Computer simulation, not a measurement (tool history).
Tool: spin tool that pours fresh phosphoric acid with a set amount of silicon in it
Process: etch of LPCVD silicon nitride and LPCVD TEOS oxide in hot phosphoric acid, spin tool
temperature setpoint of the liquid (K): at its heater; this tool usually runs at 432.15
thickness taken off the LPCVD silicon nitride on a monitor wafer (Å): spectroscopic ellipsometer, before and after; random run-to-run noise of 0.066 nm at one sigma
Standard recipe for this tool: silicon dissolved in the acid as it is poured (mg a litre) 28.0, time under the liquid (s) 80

run,day,temperature setpoint of the liquid (K),silicon dissolved in the acid as it is poured (mg a litre),time under the liquid (s),"read-back film thickness of the LPCVD silicon nitride reference wafer, read on the same gauge (nm)",thickness taken off the LPCVD silicon nitride on a monitor wafer (Å)
1,0.000,430.65,28.0,80,130.01,58.4
# day 1.867: dissolved silicon flow meter replaced
2,4.167,430.65,28.0,80,129.95,56.9
3,6.658,432.15,28.0,80,130.02,61.1
4,13.892,432.15,28.0,80,130.00,60.6
5,15.546,432.15,28.0,80,130.02,59.9
6,18.862,432.15,43.5,80,130.00,60.6
# day 21.238: dissolved silicon flow meter replaced
7,22.117,432.15,28.0,80,130.00,60.0
8,25.883,432.15,28.0,80,130.06,59.7
9,27.762,432.15,28.0,80,129.99,59.4
10,32.225,432.15,28.0,65,129.97,47.9
# day 33.438: thermometer replaced
# day 33.629: heated supply line repaired
11,40.617,432.15,7.0,80,129.99,66.6
12,43.146,429.65,28.0,80,130.01,61.7
# day 44.025: dissolved silicon flow meter replaced
# day 46.008: gauge calibrated
13,46.617,429.65,13.5,45,129.98,34.2
14,51.346,431.15,36.5,130,130.01,101.9
15,54.162,432.15,28.0,80,129.98,65.4
16,61.175,432.15,28.0,80,129.98,66.0
# day 65.488: dissolved silicon flow meter replaced
17,65.588,434.15,28.0,105,130.01,91.6
18,68.329,432.15,28.0,80,130.00,64.1
19,72.108,435.15,20.5,125,129.98,110.8
20,73.633,429.65,14.5,95,130.00,69.5

Consider 4 possible next runs. They are alternatives, not a sequence: every one starts from the tool as it was left by run 20. What does each give?
A,73.650,432.15,28.0,80,?,?
B,73.650,430.15,34.5,80,?,?
C,73.650,433.65,7.5,65,?,?
D,73.650,434.15,28.0,80,?,?

run,"read-back film thickness of the LPCVD silicon nitride reference wafer, read on the same gauge (nm)",thickness taken off the LPCVD silicon nitride on a monitor wafer (Å)
A,130.02,64.0
B,130.02,59.8
C,130.02,54.7
D,130.02,68.5
What these runs would have given with no unlogged condition in the tool:
run,thickness taken off the LPCVD silicon nitride on a monitor wafer (Å)
A,68.9
B,64.4
C,58.9
D,73.7

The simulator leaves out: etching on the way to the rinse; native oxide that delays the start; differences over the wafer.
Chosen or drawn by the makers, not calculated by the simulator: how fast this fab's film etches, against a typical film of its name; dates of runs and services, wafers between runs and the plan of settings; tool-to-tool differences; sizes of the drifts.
